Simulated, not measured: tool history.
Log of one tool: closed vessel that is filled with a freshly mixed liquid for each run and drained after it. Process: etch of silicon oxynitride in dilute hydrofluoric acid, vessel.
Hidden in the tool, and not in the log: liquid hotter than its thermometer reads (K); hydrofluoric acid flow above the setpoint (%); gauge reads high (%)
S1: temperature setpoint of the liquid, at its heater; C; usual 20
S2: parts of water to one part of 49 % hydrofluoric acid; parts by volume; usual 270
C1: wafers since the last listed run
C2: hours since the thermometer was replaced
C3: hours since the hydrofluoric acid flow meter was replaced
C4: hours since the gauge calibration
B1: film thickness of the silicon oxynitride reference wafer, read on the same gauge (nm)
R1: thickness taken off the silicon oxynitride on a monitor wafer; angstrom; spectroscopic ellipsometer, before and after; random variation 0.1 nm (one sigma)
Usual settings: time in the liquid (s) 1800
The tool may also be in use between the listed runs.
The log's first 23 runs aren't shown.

Run 24, hour 702.4: usual settings but S1 24 C, S2 375 parts by volume; C1 1351; C2 63.8; C3 32.3; C4 40.7; B1 70.04. Result: R1 142.7 angstrom.
Run 25, hour 734.4: usual settings but S1 25 C, S2 180 parts by volume, time in the liquid (s) 2505; C1 1584; C2 95.8; C3 64.3; C4 72.7; B1 69.95. Result: R1 497.9 angstrom.
Run 26, hour 752.6: usual settings but S1 23.5 C; C1 901; C2 114; C3 82.5; C4 90.9; B1 69.97. Result: R1 209.9 angstrom.
Run 27, hour 777.1: usual settings but S1 21.5 C; C1 1213; C2 138.5; C3 107; C4 115.4; B1 69.96. Result: R1 190.5 angstrom.
Run 28, hour 802.4: usual settings; C1 1252; C2 163.8; C3 132.3; C4 140.7; B1 70.05. Result: R1 178.9 angstrom.
Run 29, hour 827.1: usual settings but S1 17 C, S2 310 parts by volume; C1 1223; C2 188.5; C3 157; C4 165.4; B1 70.01. Result: R1 134.1 angstrom.
Run 30, hour 854.5: usual settings but S1 17 C, S2 190 parts by volume, time in the liquid (s) 2230; C1 1356; C2 215.9; C3 184.4; C4 192.8; B1 69.99. Result: R1 289.6 angstrom.
Run 31, hour 889.9: usual settings but S2 350 parts by volume; C1 1752; C2 251.3; C3 219.8; C4 228.2; B1 70. Result: R1 132.8 angstrom.
Run 32, hour 903.8: usual settings but S1 23 C, S2 305 parts by volume, time in the liquid (s) 2490; C1 688; C2 265.2; C3 233.7; C4 242.1; B1 70.01. Result: R1 247.2 angstrom.
Run 33, hour 938.2: usual settings but S2 355 parts by volume; C1 1703; C2 299.6; C3 268.1; C4 276.5; B1 69.98. Result: R1 131.7 angstrom.

4 ways to go on from here, each from the tool as it stands after run 33. What would each give?
Run A, hour 939.4: usual settings but time in the liquid (s) 1205; C1 59; C2 300.8; C3 269.3; C4 277.7; B1 ?. Result: R1 ?.
Run B, hour 939.4: usual settings but S2 395 parts by volume, time in the liquid (s) 2090; C1 59; C2 300.8; C3 269.3; C4 277.7; B1 ?. Result: R1 ?.
Run C, hour 939.4: usual settings but S1 25 C; C1 59; C2 300.8; C3 269.3; C4 277.7; B1 ?. Result: R1 ?.
Run D, hour 939.4: usual settings but time in the liquid (s) 2610; C1 59; C2 300.8; C3 269.3; C4 277.7; B1 ?. Result: R1 ?.

run     B1     R1
  A  69.96  121.4
  B  69.96  133.8
  C  69.96  225.6
  D  69.96    263
Without the tool's hidden state the same runs would have given:
run     R1
  A  117.4
  B  129.4
  C  218.3
  D  254.4

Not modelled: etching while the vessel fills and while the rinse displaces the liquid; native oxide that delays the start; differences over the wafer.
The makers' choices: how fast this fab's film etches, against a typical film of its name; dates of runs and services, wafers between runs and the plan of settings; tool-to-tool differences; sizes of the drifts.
